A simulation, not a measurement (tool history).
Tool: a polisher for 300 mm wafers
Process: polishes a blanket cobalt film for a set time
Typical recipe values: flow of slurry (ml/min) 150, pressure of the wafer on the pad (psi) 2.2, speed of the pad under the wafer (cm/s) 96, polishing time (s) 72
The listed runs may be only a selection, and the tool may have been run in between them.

| run | day | flow of slurry (ml/min) | pressure of the wafer on the pad (psi) | speed of the pad under the wafer (cm/s) | polishing time (s) | wafers since the last listed run | wafers polished on this pad | hours since the slurry nozzle was cleaned | hours since the head pressure was calibrated | incoming thickness of the incoming film, nm | film removed (nm) |
|---|---|---|---|---|---|---|---|---|---|---|---|
| 1 | 0.000 | 150 | 2.2 | 96 | 72 | 0 | 1801 | 733.5 | 527.7 | 1066.8 | 312.2 |
|  | 4.033 | slurry nozzle cleaned |
| 2 | 4.450 | 150 | 2.2 | 96 | 72 | 777 | 2578 | 10.0 | 634.5 | 1086.4 | 298.3 |
|  | 6.742 | worn pad replaced by a new one |
| 3 | 7.188 | 150 | 2.2 | 96 | 72 | 453 | 78 | 75.7 | 700.2 | 1058.0 | 330.1 |
|  | 9.300 | head pressure recalibrated |
| 4 | 9.754 | 150 | 2.2 | 96 | 83 | 437 | 516 | 137.3 | 10.9 | 1066.3 | 370.0 |
| 5 | 13.704 | 150 | 2.2 | 96 | 83 | 696 | 1212 | 232.1 | 105.7 | 1054.1 | 371.3 |
| 6 | 15.458 | 150 | 2.2 | 96 | 83 | 309 | 1521 | 274.2 | 147.8 | 1064.7 | 365.0 |
| 7 | 17.500 | 150 | 1.8 | 96 | 72 | 359 | 1881 | 323.2 | 196.8 | 1079.7 | 252.5 |
|  | 19.888 | worn pad replaced by a new one |
| 8 | 20.146 | 150 | 1.8 | 96 | 72 | 437 | 45 | 386.7 | 260.3 | 1077.1 | 264.4 |
| 9 | 22.525 | 165 | 2.2 | 96 | 79 | 419 | 465 | 443.8 | 317.4 | 1063.9 | 362.7 |
| 10 | 26.554 | 165 | 2.2 | 96 | 79 | 710 | 1175 | 540.5 | 414.1 | 1062.5 | 348.8 |
| 11 | 29.454 | 150 | 2.2 | 108 | 72 | 511 | 1686 | 610.1 | 483.7 | 1058.8 | 349.8 |
| 12 | 32.521 | 150 | 2.2 | 96 | 72 | 540 | 2227 | 683.7 | 557.3 | 1083.5 | 304.3 |
| 13 | 34.254 | 150 | 2.2 | 96 | 72 | 305 | 2532 | 725.3 | 598.9 | 1055.4 | 292.5 |
| 14 | 36.121 | 150 | 2.2 | 96 | 72 | 329 | 2861 | 770.1 | 643.7 | 1062.7 | 284.7 |
|  | 36.692 | slurry nozzle cleaned |
|  | 37.429 | worn pad replaced by a new one |
| 15 | 38.462 | 115 | 2.2 | 120 | 89 | 376 | 182 | 42.5 | 699.9 | 1068.6 | 472.0 |
|  | 41.067 | head pressure recalibrated |
| 16 | 42.233 | 170 | 1.7 | 78 | 72 | 649 | 832 | 133.0 | 28.0 | 1050.6 | 202.4 |
| 17 | 45.729 | 150 | 1.5 | 96 | 85 | 616 | 1448 | 216.9 | 111.9 | 1075.7 | 255.0 |
| 18 | 47.712 | 195 | 2.5 | 116 | 48 | 349 | 1797 | 264.5 | 159.5 | 1075.6 | 285.3 |
| 19 | 50.892 | 110 | 2.2 | 96 | 81 | 560 | 2358 | 340.8 | 235.8 | 1081.5 | 312.2 |
| 20 | 54.088 | 150 | 2.2 | 96 | 72 | 563 | 2921 | 417.5 | 312.5 | 1081.2 | 285.6 |
|  | 54.329 | worn pad replaced by a new one |
| 21 | 56.704 | 150 | 2.2 | 96 | 83 | 431 | 418 | 480.3 | 375.3 | 1080.2 | 370.2 |
| 22 | 60.838 | 150 | 2.2 | 96 | 72 | 728 | 1147 | 579.5 | 474.5 | 1076.2 | 311.5 |
| 23 | 64.917 | 150 | 2.2 | 96 | 63 | 719 | 1866 | 677.4 | 572.4 | 1072.8 | 264.7 |
|  | 67.475 | worn pad replaced by a new one |
| 24 | 68.317 | 190 | 2.2 | 96 | 90 | 569 | 148 | 759.0 | 654.0 | 1076.7 | 417.6 |
|  | 70.333 | slurry nozzle cleaned |
| 25 | 70.562 | 165 | 1.8 | 120 | 55 | 388 | 536 | 5.5 | 707.9 | 1051.7 | 251.0 |
| 26 | 73.108 | 150 | 2.6 | 96 | 91 | 448 | 985 | 66.6 | 769.0 | 1070.4 | 482.1 |
| 27 | 76.317 | 120 | 2.6 | 96 | 72 | 565 | 1551 | 143.6 | 846.0 | 1081.9 | 357.8 |

3 ways to go on from here, each from the tool as it stands after run 27. What would each give?
| A | 76.338 | 200 | 2.2 | 96 | 72 | 3 | 1554 | 144.1 | 846.5 | 1079.4 | ? |
| B | 76.338 | 115 | 2.9 | 78 | 55 | 3 | 1554 | 144.1 | 846.5 | 1079.4 | ? |
| C | 76.338 | 100 | 2.5 | 80 | 72 | 3 | 1554 | 144.1 | 846.5 | 1079.4 | ? |

| run | film removed (nm) |
|---|---|
| A | 323.0 |
| B | 239.8 |
| C | 266.7 |
The same runs, with their run-to-run variation unchanged, on a tool lacking any hidden condition would have given:
| run | film removed (nm) |
|---|---|
| A | 337.6 |
| B | 250.6 |
| C | 278.7 |
